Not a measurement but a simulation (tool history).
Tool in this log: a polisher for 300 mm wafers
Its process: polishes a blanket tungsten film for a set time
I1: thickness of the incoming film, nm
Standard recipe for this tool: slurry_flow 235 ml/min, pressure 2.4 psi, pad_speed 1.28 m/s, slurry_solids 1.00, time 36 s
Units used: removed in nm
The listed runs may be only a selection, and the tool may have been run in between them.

run 1 hour=0.0 | slurry_flow=235 pressure=2.4 pad_speed=1.28 slurry_solids=1.00 time=36 | I1=1400.3 | removed=144.4
run 2 hour=27.3 | slurry_flow=235 pressure=2.4 pad_speed=1.28 slurry_solids=1.00 time=36 | I1=1410.4 | removed=146.7
-- hour=45.4 worn pad replaced by a new one
-- hour=73.3 slurry tank refilled with fresh slurry and peroxide
run 3 hour=84.2 | slurry_flow=235 pressure=2.4 pad_speed=1.28 slurry_solids=0.80 time=36 | I1=1422.0 | removed=142.8
run 4 hour=126.7 | slurry_flow=235 pressure=2.4 pad_speed=1.28 slurry_solids=0.80 time=36 | I1=1416.0 | removed=142.8
run 5 hour=182.1 | slurry_flow=235 pressure=2.4 pad_speed=1.28 slurry_solids=0.80 time=36 | I1=1437.9 | removed=140.6
run 6 hour=253.5 | slurry_flow=195 pressure=2.4 pad_speed=1.28 slurry_solids=1.00 time=36 | I1=1425.4 | removed=143.9
-- hour=265.2 worn pad replaced by a new one
run 7 hour=279.0 | slurry_flow=235 pressure=2.4 pad_speed=1.28 slurry_solids=1.00 time=36 | I1=1419.2 | removed=145.2
-- hour=306.0 slurry blender recalibrated
run 8 hour=343.0 | slurry_flow=235 pressure=2.4 pad_speed=1.28 slurry_solids=1.00 time=36 | I1=1446.1 | removed=146.4
-- hour=346.8 slurry tank refilled with fresh slurry and peroxide
run 9 hour=392.7 | slurry_flow=235 pressure=2.4 pad_speed=1.28 slurry_solids=1.00 time=36 | I1=1415.9 | removed=145.6
-- hour=486.7 head pressure recalibrated
-- hour=496.9 worn pad replaced by a new one
run 10 hour=512.1 | slurry_flow=235 pressure=2.1 pad_speed=1.28 slurry_solids=1.00 time=36 | I1=1433.3 | removed=131.3
run 11 hour=563.2 | slurry_flow=235 pressure=2.1 pad_speed=1.28 slurry_solids=1.00 time=36 | I1=1428.0 | removed=128.8
-- hour=572.3 slurry tank refilled with fresh slurry and peroxide
run 12 hour=633.6 | slurry_flow=235 pressure=2.4 pad_speed=1.28 slurry_solids=1.00 time=36 | I1=1448.7 | removed=144.9
-- hour=646.7 slurry blender recalibrated
run 13 hour=665.2 | slurry_flow=235 pressure=2.8 pad_speed=1.60 slurry_solids=1.00 time=36 | I1=1429.8 | removed=203.3
-- hour=677.3 slurry nozzle cleaned
run 14 hour=706.2 | slurry_flow=185 pressure=2.4 pad_speed=1.48 slurry_solids=1.00 time=36 | I1=1417.5 | removed=161.1
run 15 hour=730.2 | slurry_flow=235 pressure=2.4 pad_speed=1.28 slurry_solids=1.00 time=46 | I1=1420.4 | removed=185.9
run 16 hour=758.7 | slurry_flow=310 pressure=3.1 pad_speed=1.58 slurry_solids=1.00 time=43 | I1=1440.7 | removed=271.8
-- hour=763.9 worn pad replaced by a new one
run 17 hour=794.3 | slurry_flow=300 pressure=2.4 pad_speed=1.28 slurry_solids=1.00 time=36 | I1=1452.2 | removed=147.5
-- hour=822.4 slurry tank refilled with fresh slurry and peroxide
run 18 hour=830.5 | slurry_flow=235 pressure=2.4 pad_speed=1.70 slurry_solids=1.30 time=33 | I1=1417.9 | removed=180.4
run 19 hour=875.7 | slurry_flow=235 pressure=2.4 pad_speed=1.28 slurry_solids=1.00 time=46 | I1=1416.7 | removed=186.7
run 20 hour=945.9 | slurry_flow=180 pressure=2.4 pad_speed=1.28 slurry_solids=0.80 time=46 | I1=1409.0 | removed=175.0
run 21 hour=988.3 | slurry_flow=235 pressure=2.4 pad_speed=1.28 slurry_solids=1.00 time=36 | I1=1421.8 | removed=146.2
-- hour=999.1 worn pad replaced by a new one
-- hour=1035.9 slurry blender recalibrated
-- hour=1052.8 slurry tank refilled with fresh slurry and peroxide
run 22 hour=1067.5 | slurry_flow=235 pressure=2.4 pad_speed=1.28 slurry_solids=1.00 time=27 | I1=1424.4 | removed=107.2
run 23 hour=1123.9 | slurry_flow=235 pressure=2.4 pad_speed=1.28 slurry_solids=1.00 time=36 | I1=1448.3 | removed=145.7
run 24 hour=1160.0 | slurry_flow=310 pressure=2.9 pad_speed=0.92 slurry_solids=1.10 time=36 | I1=1433.2 | removed=135.5
run 25 hour=1208.8 | slurry_flow=265 pressure=1.9 pad_speed=1.28 slurry_solids=1.00 time=28 | I1=1404.5 | removed=94.0

Here are 3 independent what-if runs from the current tool condition. What would each one return?
run A hour=1209.2 | slurry_flow=235 pressure=2.4 pad_speed=1.28 slurry_solids=1.00 time=36 | I1=1434.4 | removed=?
run B hour=1209.2 | slurry_flow=235 pressure=2.4 pad_speed=1.58 slurry_solids=1.25 time=46 | I1=1434.4 | removed=?
run C hour=1209.2 | slurry_flow=235 pressure=2.4 pad_speed=1.02 slurry_solids=0.80 time=36 | I1=1434.4 | removed=?

run=A removed=147.6
run=B removed=236.9
run=C removed=116.6
Without the tool's hidden state the same runs would have given:
run=A removed=147.6
run=B removed=236.9
run=C removed=116.6

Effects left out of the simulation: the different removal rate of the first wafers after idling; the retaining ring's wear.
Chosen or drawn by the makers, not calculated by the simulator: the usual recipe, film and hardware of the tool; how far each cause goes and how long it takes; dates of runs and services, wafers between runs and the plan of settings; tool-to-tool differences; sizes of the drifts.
